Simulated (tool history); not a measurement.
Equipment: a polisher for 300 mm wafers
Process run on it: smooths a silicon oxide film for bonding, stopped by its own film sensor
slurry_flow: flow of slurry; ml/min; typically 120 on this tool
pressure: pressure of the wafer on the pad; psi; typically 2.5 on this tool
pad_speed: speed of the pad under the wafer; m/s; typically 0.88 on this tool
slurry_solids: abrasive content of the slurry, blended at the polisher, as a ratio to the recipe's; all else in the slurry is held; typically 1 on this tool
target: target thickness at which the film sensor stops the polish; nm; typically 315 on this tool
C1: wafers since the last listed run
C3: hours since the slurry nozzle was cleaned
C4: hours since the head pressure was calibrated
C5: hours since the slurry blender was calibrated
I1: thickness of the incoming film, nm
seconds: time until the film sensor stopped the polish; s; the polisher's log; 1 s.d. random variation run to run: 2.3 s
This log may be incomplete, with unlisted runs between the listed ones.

run 1 hour=0 | slurry_flow=130 pressure=2.5 pad_speed=0.88 slurry_solids=1 target=315 | C1=0 wafers_polished_on_this_pad=376 C3=184.1 C4=1297.6 C5=203.6 | I1=407.2 | seconds=140.8
run 2 hour=9.1 | slurry_flow=120 pressure=2.5 pad_speed=0.88 slurry_solids=1 target=315 | C1=45 wafers_polished_on_this_pad=422 C3=193.2 C4=1306.7 C5=212.7 | I1=399.8 | seconds=138.3
run 3 hour=18.8 | slurry_flow=120 pressure=2.5 pad_speed=0.88 slurry_solids=1 target=315 | C1=48 wafers_polished_on_this_pad=471 C3=202.9 C4=1316.4 C5=222.4 | I1=404.3 | seconds=142.8
run 4 hour=26 | slurry_flow=90 pressure=2.5 pad_speed=0.88 slurry_solids=1 target=315 | C1=36 wafers_polished_on_this_pad=507 C3=210.1 C4=1323.6 C5=229.6 | I1=405 | seconds=155.3
run 5 hour=37.8 | slurry_flow=90 pressure=2.5 pad_speed=0.88 slurry_solids=1 target=315 | C1=59 wafers_polished_on_this_pad=567 C3=221.9 C4=1335.4 C5=241.4 | I1=406 | seconds=159.3
run 6 hour=44.3 | slurry_flow=120 pressure=2.5 pad_speed=0.88 slurry_solids=1 target=315 | C1=32 wafers_polished_on_this_pad=600 C3=228.4 C4=1341.9 C5=247.9 | I1=402.8 | seconds=139.9
run 7 hour=58.8 | slurry_flow=120 pressure=2.5 pad_speed=0.88 slurry_solids=1 target=323 | C1=73 wafers_polished_on_this_pad=673 C3=242.9 C4=1356.4 C5=262.4 | I1=404.4 | seconds=130.8
run 8 hour=65.7 | slurry_flow=120 pressure=2.5 pad_speed=0.88 slurry_solids=1 target=323 | C1=34 wafers_polished_on_this_pad=708 C3=249.8 C4=1363.3 C5=269.3 | I1=399 | seconds=121.4
-- hour=86.2 slurry blender recalibrated
run 9 hour=94.3 | slurry_flow=120 pressure=2.5 pad_speed=0.88 slurry_solids=1 target=323 | C1=134 wafers_polished_on_this_pad=842 C3=278.4 C4=1391.9 C5=8.1 | I1=405.8 | seconds=124.3
-- hour=106.4 head pressure recalibrated
run 10 hour=106.9 | slurry_flow=120 pressure=2.5 pad_speed=0.88 slurry_solids=1.15 target=315 | C1=53 wafers_polished_on_this_pad=895 C3=291 C4=0.5 C5=20.7 | I1=393.7 | seconds=110.6
run 11 hour=116.4 | slurry_flow=105 pressure=2.5 pad_speed=0.88 slurry_solids=1 target=315 | C1=47 wafers_polished_on_this_pad=943 C3=300.5 C4=10 C5=30.2 | I1=400.5 | seconds=133.2
run 12 hour=133.3 | slurry_flow=145 pressure=2.5 pad_speed=0.8 slurry_solids=1 target=304 | C1=85 wafers_polished_on_this_pad=1028 C3=317.4 C4=26.9 C5=47.1 | I1=394 | seconds=140
-- hour=139.3 worn pad replaced by a new one
run 13 hour=140.1 | slurry_flow=120 pressure=2.5 pad_speed=0.88 slurry_solids=1 target=315 | C1=14 wafers_polished_on_this_pad=4 C3=324.2 C4=33.7 C5=53.9 | I1=392 | seconds=115.8
-- hour=152.8 slurry nozzle cleaned
run 14 hour=170.4 | slurry_flow=150 pressure=2.5 pad_speed=1.02 slurry_solids=0.85 target=315 | C1=147 wafers_polished_on_this_pad=151 C3=17.6 C4=64 C5=84.2 | I1=399.3 | seconds=123.6
run 15 hour=179.5 | slurry_flow=90 pressure=1.7 pad_speed=0.88 slurry_solids=1 target=315 | C1=45 wafers_polished_on_this_pad=197 C3=26.7 C4=73.1 C5=93.3 | I1=399.2 | seconds=205.9
run 16 hour=193.3 | slurry_flow=120 pressure=2.5 pad_speed=0.6 slurry_solids=1 target=315 | C1=69 wafers_polished_on_this_pad=267 C3=40.5 C4=86.9 C5=107.1 | I1=405.9 | seconds=182.5
run 17 hour=209.3 | slurry_flow=155 pressure=2.5 pad_speed=0.88 slurry_solids=1 target=315 | C1=80 wafers_polished_on_this_pad=348 C3=56.5 C4=102.9 C5=123.1 | I1=400.4 | seconds=127.5
run 18 hour=216.4 | slurry_flow=120 pressure=2.5 pad_speed=1 slurry_solids=1.1 target=315 | C1=35 wafers_polished_on_this_pad=383 C3=63.6 C4=110 C5=130.2 | I1=400.1 | seconds=114.4
run 19 hour=230.6 | slurry_flow=120 pressure=2.5 pad_speed=0.88 slurry_solids=1 target=315 | C1=71 wafers_polished_on_this_pad=455 C3=77.8 C4=124.2 C5=144.4 | I1=392.9 | seconds=118.2
run 20 hour=243.8 | slurry_flow=120 pressure=2.5 pad_speed=0.88 slurry_solids=1 target=315 | C1=66 wafers_polished_on_this_pad=522 C3=91 C4=137.4 C5=157.6 | I1=393.5 | seconds=118.9

Each row is a separate what-if for the run after 20, all from the same tool condition, not one after another. Results?
run A hour=244.3 | slurry_flow=120 pressure=2.5 pad_speed=0.88 slurry_solids=1 target=315 | C1=2 wafers_polished_on_this_pad=524 C3=91.5 C4=137.9 C5=158.1 | I1=402.3 | seconds=?
run B hour=244.3 | slurry_flow=145 pressure=2.5 pad_speed=0.88 slurry_solids=1 target=345 | C1=2 wafers_polished_on_this_pad=524 C3=91.5 C4=137.9 C5=158.1 | I1=402.3 | seconds=?
run C hour=244.3 | slurry_flow=90 pressure=2.5 pad_speed=0.76 slurry_solids=0.9 target=315 | C1=2 wafers_polished_on_this_pad=524 C3=91.5 C4=137.9 C5=158.1 | I1=402.3 | seconds=?
run D hour=244.3 | slurry_flow=120 pressure=3.2 pad_speed=1.14 slurry_solids=1.1 target=315 | C1=2 wafers_polished_on_this_pad=524 C3=91.5 C4=137.9 C5=158.1 | I1=402.3 | seconds=?
run E hour=244.3 | slurry_flow=145 pressure=2.1 pad_speed=0.88 slurry_solids=1.2 target=339 | C1=2 wafers_polished_on_this_pad=524 C3=91.5 C4=137.9 C5=158.1 | I1=402.3 | seconds=?

run=A seconds=137.4
run=B seconds=86.6
run=C seconds=176.5
run=D seconds=84.1
run=E seconds=103.2
Had the tool no hidden state, the same runs would have come out as:
run=A seconds=130.2
run=B seconds=82.1
run=C seconds=166.6
run=D seconds=80
run=E seconds=98.4
